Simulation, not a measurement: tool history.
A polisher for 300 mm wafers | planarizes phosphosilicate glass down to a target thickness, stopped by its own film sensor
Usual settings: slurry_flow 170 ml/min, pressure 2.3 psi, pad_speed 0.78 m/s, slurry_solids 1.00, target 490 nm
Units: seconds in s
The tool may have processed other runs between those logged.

run	hour	slurry_flow	pressure	pad_speed	slurry_solids	target	incoming thickness of the incoming film, nm	seconds
1	0.0	170	2.3	0.78	1.00	490	1205.6	170.6
# hour 51.2: conditioning disc replaced and pad reconditioned
2	167.2	170	2.3	0.78	1.00	490	1206.9	171.2
# hour 232.2: worn pad replaced by a new one
3	234.6	170	2.3	0.78	1.00	490	1214.7	175.1
# hour 290.6: slurry blender recalibrated
4	305.5	170	2.3	0.78	1.00	490	1220.1	174.5
# hour 357.0: conditioning disc replaced and pad reconditioned
5	365.1	170	2.3	0.78	1.00	490	1199.7	174.6
6	414.9	170	2.3	0.78	1.00	490	1241.6	182.8
7	453.3	170	2.3	0.78	1.00	490	1218.4	182.0
# hour 601.8: worn pad replaced by a new one
# hour 633.9: slurry nozzle cleaned
8	646.2	170	2.3	0.78	1.00	490	1242.3	173.4
# hour 654.2: slurry blender recalibrated
# hour 676.5: conditioning disc replaced and pad reconditioned
9	808.0	170	2.3	0.68	1.00	490	1228.5	198.6
# hour 885.1: head pressure recalibrated
# hour 990.9: worn pad replaced by a new one
10	991.4	170	2.3	0.68	1.00	490	1207.8	194.1
# hour 997.1: slurry blender recalibrated
# hour 1010.7: conditioning disc replaced and pad reconditioned
11	1075.5	170	2.3	0.78	1.00	243	1228.1	244.1
12	1111.5	170	2.3	0.56	1.15	490	1223.8	211.8
13	1164.1	170	2.3	0.68	1.00	490	1233.1	194.7
14	1234.7	150	2.7	0.96	1.25	490	1213.8	115.8
# hour 1286.2: worn pad replaced by a new one
15	1328.1	120	3.0	0.88	1.25	490	1221.7	116.1
# hour 1357.0: slurry blender recalibrated
# hour 1360.8: conditioning disc replaced and pad reconditioned
16	1378.9	170	2.3	1.00	1.00	490	1229.6	147.2
# hour 1401.6: slurry nozzle cleaned
17	1429.7	170	2.3	0.78	1.00	490	1233.8	165.0
18	1510.5	170	2.3	0.78	1.00	490	1231.6	173.8
# hour 1583.0: worn pad replaced by a new one
19	1583.5	230	2.7	0.64	1.00	404	1219.2	181.4
20	1652.2	170	2.3	0.92	1.10	490	1208.2	143.3
# hour 1685.1: slurry blender recalibrated
# hour 1694.1: conditioning disc replaced and pad reconditioned
21	1699.1	170	2.3	0.78	1.00	588	1221.4	150.5

4 options for the next run, each taken on its own from the tool as it stands now. Forecast them:
A	1699.6	170	2.3	0.78	1.00	490	1234.6	?
B	1699.6	190	2.8	0.92	0.85	490	1234.6	?
C	1699.6	130	2.3	0.78	1.00	490	1234.6	?
D	1699.6	170	2.3	0.68	1.00	350	1234.6	?

run	seconds
A	180.5
B	143.8
C	188.1
D	238.7
Take away the tool's hidden state, keep each run's random variation, and the runs would have read:
run	seconds
A	173.1
B	138.4
C	179.0
D	228.9
